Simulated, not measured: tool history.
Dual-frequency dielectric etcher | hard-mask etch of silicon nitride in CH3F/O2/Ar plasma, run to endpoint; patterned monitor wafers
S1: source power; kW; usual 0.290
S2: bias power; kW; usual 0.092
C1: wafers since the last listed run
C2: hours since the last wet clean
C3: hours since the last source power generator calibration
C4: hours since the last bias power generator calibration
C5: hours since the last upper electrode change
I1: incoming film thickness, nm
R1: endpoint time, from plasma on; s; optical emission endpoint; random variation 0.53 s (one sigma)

| run | hour | S1 | S2 | C1 | C2 | C3 | C4 | C5 | I1 | R1 |
|---|---|---|---|---|---|---|---|---|---|---|
| 1 | 0.0 | 0.290 | 0.092 | 0 | 171.4 | 1912.2 | 3928.9 | 2186.8 | 42.32 | 66.9 |
| 2 | 35.9 | 0.290 | 0.092 | 235 | 207.3 | 1948.1 | 3964.8 | 2222.7 | 41.48 | 65.4 |
| 3 | 70.3 | 0.290 | 0.092 | 225 | 241.7 | 1982.5 | 3999.2 | 2257.1 | 42.00 | 67.2 |
| 4 | 86.2 | 0.290 | 0.092 | 104 | 257.6 | 1998.4 | 4015.1 | 2273.0 | 41.93 | 67.0 |
| 5 | 125.3 | 0.290 | 0.092 | 256 | 296.7 | 2037.5 | 4054.2 | 2312.1 | 41.87 | 67.1 |
| 6 | 141.2 | 0.290 | 0.102 | 104 | 312.6 | 2053.4 | 4070.1 | 2328.0 | 42.02 | 64.9 |
| 7 | 162.4 | 0.290 | 0.092 | 139 | 333.8 | 2074.6 | 4091.3 | 2349.2 | 41.66 | 67.3 |
| 8 | 181.3 | 0.290 | 0.092 | 124 | 352.7 | 2093.5 | 4110.2 | 2368.1 | 41.47 | 67.7 |
| 9 | 196.9 | 0.290 | 0.085 | 102 | 368.3 | 2109.1 | 4125.8 | 2383.7 | 41.42 | 69.2 |
| 10 | 232.7 | 0.290 | 0.085 | 235 | 404.1 | 2144.9 | 4161.6 | 2419.5 | 41.93 | 70.2 |
|  | 308.8 | wet clean of the chamber |
|  | 326.7 | bias power generator calibrated |
| 11 | 329.7 | 0.290 | 0.092 | 453 | 20.9 | 2241.9 | 3.0 | 2516.5 | 41.64 | 63.7 |
| 12 | 358.8 | 0.290 | 0.092 | 191 | 50.0 | 2271.0 | 32.1 | 2545.6 | 42.17 | 64.5 |
| 13 | 389.6 | 0.290 | 0.092 | 202 | 80.8 | 2301.8 | 62.9 | 2576.4 | 42.03 | 65.2 |
| 14 | 408.5 | 0.290 | 0.092 | 124 | 99.7 | 2320.7 | 81.8 | 2595.3 | 42.17 | 66.2 |
|  | 455.6 | upper electrode replaced |
| 15 | 456.1 | 0.290 | 0.075 | 154 | 147.3 | 2368.3 | 129.4 | 0.5 | 41.88 | 70.9 |
| 16 | 465.9 | 0.250 | 0.092 | 64 | 157.1 | 2378.1 | 139.2 | 10.3 | 42.00 | 70.6 |
| 17 | 491.8 | 0.340 | 0.081 | 170 | 183.0 | 2404.0 | 165.1 | 36.2 | 41.32 | 65.5 |
| 18 | 525.6 | 0.290 | 0.092 | 221 | 216.8 | 2437.8 | 198.9 | 70.0 | 42.02 | 66.8 |
| 19 | 546.8 | 0.270 | 0.079 | 139 | 238.0 | 2459.0 | 220.1 | 91.2 | 41.97 | 72.6 |
| 20 | 566.8 | 0.330 | 0.074 | 131 | 258.0 | 2479.0 | 240.1 | 111.2 | 42.02 | 69.8 |
|  | 571.8 | source power generator calibrated |
| 21 | 591.2 | 0.320 | 0.103 | 133 | 282.4 | 19.4 | 264.5 | 135.6 | 41.64 | 60.8 |
| 22 | 610.9 | 0.220 | 0.092 | 129 | 302.1 | 39.1 | 284.2 | 155.3 | 41.74 | 73.3 |
| 23 | 631.7 | 0.360 | 0.106 | 136 | 322.9 | 59.9 | 305.0 | 176.1 | 42.18 | 58.9 |
| 24 | 655.9 | 0.290 | 0.108 | 158 | 347.1 | 84.1 | 329.2 | 200.3 | 41.91 | 62.7 |
| 25 | 685.7 | 0.330 | 0.079 | 195 | 376.9 | 113.9 | 359.0 | 230.1 | 42.22 | 69.3 |
| 26 | 717.3 | 0.340 | 0.092 | 207 | 408.5 | 145.5 | 390.6 | 261.7 | 41.64 | 63.0 |

Forecast each of these 5 alternatives for the next run:
| A | 717.7 | 0.290 | 0.092 | 2 | 408.9 | 145.9 | 391.0 | 262.1 | 41.76 | ? |
| B | 717.7 | 0.260 | 0.110 | 2 | 408.9 | 145.9 | 391.0 | 262.1 | 41.76 | ? |
| C | 717.7 | 0.340 | 0.078 | 2 | 408.9 | 145.9 | 391.0 | 262.1 | 41.76 | ? |
| D | 717.7 | 0.310 | 0.112 | 2 | 408.9 | 145.9 | 391.0 | 262.1 | 41.76 | ? |
| E | 717.7 | 0.230 | 0.086 | 2 | 408.9 | 145.9 | 391.0 | 262.1 | 41.76 | ? |

| run | R1 |
|---|---|
| A | 67.2 |
| B | 65.1 |
| C | 67.6 |
| D | 60.4 |
| E | 75.6 |
Without the tool's hidden state the same runs would have given:
| run | R1 |
|---|---|
| A | 64.5 |
| B | 62.4 |
| C | 64.8 |
| D | 57.9 |
| E | 72.6 |
